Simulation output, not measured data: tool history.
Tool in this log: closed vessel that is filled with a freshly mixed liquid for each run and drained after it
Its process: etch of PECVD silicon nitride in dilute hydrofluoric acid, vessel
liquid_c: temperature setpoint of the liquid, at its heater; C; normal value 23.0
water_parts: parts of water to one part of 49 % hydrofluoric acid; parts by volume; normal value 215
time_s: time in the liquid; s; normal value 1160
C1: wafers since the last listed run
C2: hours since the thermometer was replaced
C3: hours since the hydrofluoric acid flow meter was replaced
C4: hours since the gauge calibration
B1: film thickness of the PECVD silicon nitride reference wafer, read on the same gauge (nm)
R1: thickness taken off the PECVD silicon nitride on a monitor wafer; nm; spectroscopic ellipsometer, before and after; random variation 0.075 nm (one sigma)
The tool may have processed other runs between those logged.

{"run": 1, "day": 0.0, "liquid_c": 23.0, "water_parts": 215, "time_s": 670, "C1": 0, "C2": 40.6, "C3": 1746.5, "C4": 1023.1, "B1": 110.01, "R1": 6.34}
{"run": 2, "day": 3.408, "liquid_c": 23.0, "water_parts": 215, "time_s": 670, "C1": 2717, "C2": 122.4, "C3": 1828.3, "C4": 1104.9, "B1": 110.0, "R1": 6.29}
{"run": 3, "day": 6.883, "liquid_c": 23.0, "water_parts": 215, "time_s": 670, "C1": 2770, "C2": 205.8, "C3": 1911.7, "C4": 1188.3, "B1": 110.01, "R1": 6.38}
{"run": 4, "day": 9.396, "liquid_c": 23.0, "water_parts": 215, "time_s": 895, "C1": 2003, "C2": 266.1, "C3": 1972.0, "C4": 1248.6, "B1": 110.01, "R1": 8.37}
{"run": 5, "day": 13.333, "liquid_c": 23.0, "water_parts": 215, "time_s": 895, "C1": 3139, "C2": 360.6, "C3": 2066.5, "C4": 1343.1, "B1": 109.99, "R1": 8.31}
{"run": 6, "day": 17.767, "liquid_c": 23.0, "water_parts": 215, "time_s": 1160, "C1": 3534, "C2": 467.0, "C3": 2172.9, "C4": 1449.5, "B1": 109.99, "R1": 10.89}
{"run": 7, "day": 20.738, "liquid_c": 23.0, "water_parts": 215, "time_s": 1010, "C1": 2368, "C2": 538.3, "C3": 2244.2, "C4": 1520.8, "B1": 110.01, "R1": 9.57}
{"run": 8, "day": 24.558, "liquid_c": 21.5, "water_parts": 215, "time_s": 1160, "C1": 3046, "C2": 630.0, "C3": 2335.9, "C4": 1612.5, "B1": 110.01, "R1": 9.9}
{"day": 25.533, "done": "gauge calibrated"}
{"run": 9, "day": 27.525, "liquid_c": 21.5, "water_parts": 215, "time_s": 1160, "C1": 2365, "C2": 701.2, "C3": 2407.1, "C4": 47.8, "B1": 110.02, "R1": 9.97}
{"run": 10, "day": 29.583, "liquid_c": 25.5, "water_parts": 255, "time_s": 1830, "C1": 1641, "C2": 750.6, "C3": 2456.5, "C4": 97.2, "B1": 110.0, "R1": 16.96}
{"run": 11, "day": 31.812, "liquid_c": 26.5, "water_parts": 155, "time_s": 1160, "C1": 1777, "C2": 804.1, "C3": 2510.0, "C4": 150.7, "B1": 110.01, "R1": 19.12}
{"run": 12, "day": 35.792, "liquid_c": 23.0, "water_parts": 215, "time_s": 1160, "C1": 3172, "C2": 899.6, "C3": 2605.5, "C4": 246.2, "B1": 110.0, "R1": 10.94}
{"day": 37.367, "done": "thermometer replaced"}
{"run": 13, "day": 37.458, "liquid_c": 23.0, "water_parts": 215, "time_s": 670, "C1": 1295, "C2": 2.2, "C3": 2645.5, "C4": 286.2, "B1": 109.99, "R1": 6.3}
{"day": 38.854, "done": "hydrofluoric acid flow meter replaced"}
{"run": 14, "day": 39.475, "liquid_c": 19.5, "water_parts": 170, "time_s": 555, "C1": 1574, "C2": 50.6, "C3": 14.9, "C4": 334.6, "B1": 110.0, "R1": 5.2}
{"run": 15, "day": 42.329, "liquid_c": 23.0, "water_parts": 270, "time_s": 1160, "C1": 2275, "C2": 119.1, "C3": 83.4, "C4": 403.1, "B1": 110.01, "R1": 8.71}
{"run": 16, "day": 46.162, "liquid_c": 23.0, "water_parts": 125, "time_s": 1400, "C1": 3056, "C2": 211.1, "C3": 175.4, "C4": 495.1, "B1": 110.0, "R1": 22.48}
{"run": 17, "day": 49.862, "liquid_c": 18.5, "water_parts": 305, "time_s": 1160, "C1": 2950, "C2": 299.9, "C3": 264.2, "C4": 583.9, "B1": 110.0, "R1": 5.87}
{"run": 18, "day": 52.071, "liquid_c": 23.0, "water_parts": 215, "time_s": 1685, "C1": 1760, "C2": 352.9, "C3": 317.2, "C4": 636.9, "B1": 110.0, "R1": 15.88}
{"run": 19, "day": 56.021, "liquid_c": 19.0, "water_parts": 150, "time_s": 1160, "C1": 3149, "C2": 447.7, "C3": 412.0, "C4": 731.7, "B1": 109.99, "R1": 12.04}

Below are 3 alternative next runs, each starting from the tool's condition after run 19. Predict each:
{"run": "A", "day": 56.062, "liquid_c": 23.0, "water_parts": 215, "time_s": 1160, "C1": 33, "C2": 448.7, "C3": 413.0, "C4": 732.7, "B1": "?", "R1": "?"}
{"run": "B", "day": 56.062, "liquid_c": 20.5, "water_parts": 310, "time_s": 1675, "C1": 33, "C2": 448.7, "C3": 413.0, "C4": 732.7, "B1": "?", "R1": "?"}
{"run": "C", "day": 56.062, "liquid_c": 25.0, "water_parts": 135, "time_s": 785, "C1": 33, "C2": 448.7, "C3": 413.0, "C4": 732.7, "B1": "?", "R1": "?"}

run=A B1=110.01 R1=10.93
run=B B1=110.01 R1=9.42
run=C B1=110.01 R1=13.32
Without the tool's unlogged condition, the same runs would have read:
run=A R1=10.93
run=B R1=9.42
run=C R1=13.32
